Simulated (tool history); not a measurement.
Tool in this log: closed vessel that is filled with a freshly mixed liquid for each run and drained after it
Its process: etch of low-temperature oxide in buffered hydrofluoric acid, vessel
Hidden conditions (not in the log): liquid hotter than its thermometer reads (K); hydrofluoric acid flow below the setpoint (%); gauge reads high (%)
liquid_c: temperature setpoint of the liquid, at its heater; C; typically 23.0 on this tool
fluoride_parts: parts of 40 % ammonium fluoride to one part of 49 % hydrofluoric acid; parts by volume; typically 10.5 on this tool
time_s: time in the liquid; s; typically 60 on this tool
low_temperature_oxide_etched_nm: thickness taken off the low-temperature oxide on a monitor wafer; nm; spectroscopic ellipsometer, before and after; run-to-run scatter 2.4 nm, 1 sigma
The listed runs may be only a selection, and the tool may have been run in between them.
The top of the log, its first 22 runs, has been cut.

run   hour  liquid_c  fluoride_parts  time_s  wafers since the last listed run  hours since the thermometer was replaced  hours since the hydrofluoric acid flow meter was replaced  hours since the gauge calibration  read-back film thickness of the low-temperature oxide reference wafer, read on the same gauge (nm)  low_temperature_oxide_etched_nm
 23  540.2      21.0             6.5      30                              2398                                     566.5                                                      370.5                              106.0                                                                                              150.01                           202.05
 24  571.9      21.0            12.5      60                              3154                                     598.2                                                      402.2                              137.7                                                                                              150.01                           220.36
 25  598.8      20.5            14.0      60                              2677                                     625.1                                                      429.1                              164.6                                                                                              150.00                           194.10
     602.3  -- thermometer replaced
 26  632.7      20.0             7.0      90                              3274                                      30.4                                                      463.0                              198.5                                                                                              149.98                           532.68
 27  711.0      23.0            10.5      60                              7792                                     108.7                                                      541.3                              276.8                                                                                              150.01                           282.94
 28  740.9      27.0             7.5      60                              2975                                     138.6                                                      571.2                              306.7                                                                                              150.01                           484.63
 29  760.5      26.5             7.0      45                              1950                                     158.2                                                      590.8                              326.3                                                                                              150.02                           382.16
 30  773.2      23.0            10.5      60                              1263                                     170.9                                                      603.5                              339.0                                                                                              150.00                           285.75
 31  804.1      23.0            10.5      60                              3075                                     201.8                                                      634.4                              369.9                                                                                              149.99                           285.59
 32  836.9      23.0            10.5      60                              3264                                     234.6                                                      667.2                              402.7                                                                                              150.00                           285.85
 33  867.9      20.5             9.0      90                              3085                                     265.6                                                      698.2                              433.7                                                                                              150.01                           420.67

Predict each of these 3 candidate next runs independently; none follows another, all start after run 33:
  A  868.6      23.0            10.5      60                                69                                     266.3                                                      698.9                              434.4                                                                                                   ?                                ?
  B  868.6      19.5            13.5      70                                69                                     266.3                                                      698.9                              434.4                                                                                                   ?                                ?
  C  868.6      27.5            14.5      90                                69                                     266.3                                                      698.9                              434.4                                                                                                   ?                                ?

run  read-back film thickness of the low-temperature oxide reference wafer, read on the same gauge (nm)  low_temperature_oxide_etched_nm
  A                                                                                              149.99                           286.71
  B                                                                                              149.99                           215.50
  C                                                                                              149.99                           399.99
Take away the tool's hidden state, keep each run's random variation, and the runs would have read:
run  low_temperature_oxide_etched_nm
  A                           280.95
  B                           211.07
  C                           392.17

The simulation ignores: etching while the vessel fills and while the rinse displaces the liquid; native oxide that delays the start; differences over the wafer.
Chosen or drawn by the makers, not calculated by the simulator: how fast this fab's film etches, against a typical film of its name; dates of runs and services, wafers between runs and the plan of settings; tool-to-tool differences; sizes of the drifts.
